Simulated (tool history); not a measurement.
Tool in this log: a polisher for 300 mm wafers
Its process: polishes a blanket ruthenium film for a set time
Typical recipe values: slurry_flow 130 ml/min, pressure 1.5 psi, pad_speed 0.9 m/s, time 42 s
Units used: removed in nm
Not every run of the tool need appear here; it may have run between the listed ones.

run,hour,slurry_flow,pressure,pad_speed,time,"incoming thickness of the incoming film, nm",removed
1,0,130,1.5,0.9,42,410.1,30.4
2,6.5,130,1.5,0.9,42,415.7,30.2
3,18.3,130,1.5,0.9,33,413.4,24
4,26.7,130,1.5,0.9,33,414.3,23.6
5,41.4,130,1.5,0.9,42,408.7,30
6,48.5,130,1.5,0.9,42,408.2,30.3
# hour 61.4: worn pad replaced by a new one
7,65.1,130,1.5,0.9,42,411,30.1
8,77.7,110,1.5,0.9,42,411.7,28.9
9,84.1,110,1.5,0.9,42,410.4,29.1
10,96.9,110,1.5,0.9,42,409.6,29.3
11,109,130,1.5,0.9,42,406.2,29.8
# hour 118: slurry nozzle cleaned
12,120.9,130,1.5,1.12,42,412.6,40.8
# hour 134.4: worn pad replaced by a new one
13,135.3,175,1.5,0.72,36,410.6,23.3
14,152.4,105,1.5,1.18,42,407.5,41.9
15,169.3,165,1.5,0.66,46,413.3,27.1
# hour 195.3: head pressure recalibrated
16,200.3,115,1,0.68,54,411.6,21.6
# hour 204.9: worn pad replaced by a new one
17,216,130,1.5,0.9,42,409.4,32.8
18,233.2,90,1.7,1.12,52,408.9,52.6
19,247.1,130,1.5,0.9,42,411,32.4
20,254.2,130,1.5,0.9,53,409.4,40.8
21,260.6,130,1.5,0.9,42,408.2,32.4

3 ways to go on from here, each from the tool as it stands after run 21. What would each give?
A,261,175,1.5,0.9,42,407.5,?
B,261,130,1.3,0.64,42,407.5,?
C,261,115,1.3,0.9,54,407.5,?

run,removed
A,33.9
B,20.3
C,35.9
With no hidden state in the tool, these same runs would have given:
run,removed
A,34.3
B,20.6
C,36.5
